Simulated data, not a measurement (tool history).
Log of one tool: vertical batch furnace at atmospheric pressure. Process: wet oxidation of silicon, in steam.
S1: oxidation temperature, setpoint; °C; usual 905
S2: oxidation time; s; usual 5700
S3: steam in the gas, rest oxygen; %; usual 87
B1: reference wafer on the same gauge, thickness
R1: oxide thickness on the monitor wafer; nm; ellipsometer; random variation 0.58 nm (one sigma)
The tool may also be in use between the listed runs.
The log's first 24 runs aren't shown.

run	hour	S1	S2	S3	B1	R1
25	621.8	905	7110	95	264.90	299.42
26	638.6	905	5700	87	264.61	231.02
27	658.2	918	8340	87	265.14	363.56
28	687.6	905	5700	87	264.96	230.72
29	710.1	905	5700	87	265.11	230.28
30	735.6	905	8520	94	264.86	341.70
31	765.9	918	4380	81	265.13	201.31
32	785.1	898	3300	87	265.06	131.09
33	803.2	920	5700	80	264.82	254.06
34	828.1	905	5700	87	265.18	229.32
35	851.4	881	5700	87	264.77	165.31
36	873.0	925	5700	91	265.18	293.28
37	898.1	905	6570	92	265.21	269.21
38	919.3	894	7860	92	264.80	272.54

4 ways to go on from here, each from the tool as it stands after run 38. What would each give?
A	925.0	905	5700	87	?	?
B	925.0	896	5700	96	?	?
C	925.0	918	5700	87	?	?
D	925.0	905	8010	83	?	?

run	B1	R1
A	265.19	228.24
B	265.19	220.79
C	265.19	264.19
D	265.19	290.94
Without the tool's hidden state the same runs would have given:
run	R1
A	233.81
B	226.25
C	270.44
D	297.84
